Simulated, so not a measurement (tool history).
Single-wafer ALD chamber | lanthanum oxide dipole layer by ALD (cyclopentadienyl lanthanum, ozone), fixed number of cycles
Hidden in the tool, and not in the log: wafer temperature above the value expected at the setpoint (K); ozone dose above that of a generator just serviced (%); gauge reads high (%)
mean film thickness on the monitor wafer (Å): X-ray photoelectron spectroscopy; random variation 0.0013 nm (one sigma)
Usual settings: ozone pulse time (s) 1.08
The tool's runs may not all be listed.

| run | hour | ozone pulse time (s) | wafers since the last listed run | hours since the last thermocouple change | hours since the last ozone generator service | hours since the showerhead was replaced | hours since the gauge calibration | read-back reference wafer on the same gauge, thickness_nm | mean film thickness on the monitor wafer (Å) |
|---|---|---|---|---|---|---|---|---|---|
| 1 | 0 | 1.08 | 0 | 876.6 | 589.5 | 5588.3 | 276.8 | 0.431 | 5.05 |
| 2 | 28.5 | 1.08 | 411 | 905.1 | 618 | 5616.8 | 305.3 | 0.431 | 5.03 |
| 3 | 53.7 | 1.08 | 363 | 930.3 | 643.2 | 5642 | 330.5 | 0.431 | 5.03 |
| 4 | 76.3 | 1.31 | 326 | 952.9 | 665.8 | 5664.6 | 353.1 | 0.431 | 5.23 |
| 5 | 108.6 | 1.08 | 466 | 985.2 | 698.1 | 5696.9 | 385.4 | 0.431 | 4.99 |
| 6 | 130.2 | 1.35 | 311 | 1006.8 | 719.7 | 5718.5 | 407 | 0.431 | 5.22 |
| 7 | 152.9 | 1.35 | 327 | 1029.5 | 742.4 | 5741.2 | 429.7 | 0.431 | 5.23 |
| 8 | 182.9 | 1.08 | 433 | 1059.5 | 772.4 | 5771.2 | 459.7 | 0.431 | 4.97 |
| 9 | 217 | 1.08 | 492 | 1093.6 | 806.5 | 5805.3 | 493.8 | 0.431 | 4.96 |
|  | 250.3 | gauge calibrated |
| 10 | 252.3 | 1.27 | 509 | 1128.9 | 841.8 | 5840.6 | 2 | 0.431 | 5.12 |
|  | 263.9 | thermocouple changed; heater temperature recalibrated |
| 11 | 274.5 | 0.81 | 205 | 10.6 | 864 | 5862.8 | 24.2 | 0.432 | 4.57 |
| 12 | 295.8 | 1.33 | 307 | 31.9 | 885.3 | 5884.1 | 45.5 | 0.431 | 5.15 |
| 13 | 314.3 | 1.08 | 267 | 50.4 | 903.8 | 5902.6 | 64 | 0.432 | 4.92 |
|  | 323.4 | showerhead replaced |
|  | 347.5 | ozone generator serviced |
| 14 | 395.3 | 1.46 | 938 | 131.4 | 47.8 | 71.9 | 145 | 0.431 | 5.39 |
| 15 | 411.1 | 1.38 | 228 | 147.2 | 63.6 | 87.7 | 160.8 | 0.431 | 5.35 |
| 16 | 444.9 | 1.32 | 488 | 181 | 97.4 | 121.5 | 194.6 | 0.431 | 5.33 |
| 17 | 478.5 | 0.85 | 485 | 214.6 | 131 | 155.1 | 228.2 | 0.431 | 4.85 |

Consider 4 possible next runs. They are alternatives, not a sequence: every one starts from the tool as it was left by run 17. What does each give?
| A | 478.9 | 0.89 | 5 | 215 | 131.4 | 155.5 | 228.6 | ? | ? |
| B | 478.9 | 0.94 | 5 | 215 | 131.4 | 155.5 | 228.6 | ? | ? |
| C | 478.9 | 0.74 | 5 | 215 | 131.4 | 155.5 | 228.6 | ? | ? |
| D | 478.9 | 1.3 | 5 | 215 | 131.4 | 155.5 | 228.6 | ? | ? |

| run | read-back reference wafer on the same gauge, thickness_nm | mean film thickness on the monitor wafer (Å) |
|---|---|---|
| A | 0.431 | 4.89 |
| B | 0.431 | 4.95 |
| C | 0.431 | 4.69 |
| D | 0.431 | 5.27 |
Stripped of hidden state, with their random variation kept, the same runs would have yielded:
| run | mean film thickness on the monitor wafer (Å) |
|---|---|
| A | 4.92 |
| B | 4.97 |
| C | 4.72 |
| D | 5.29 |
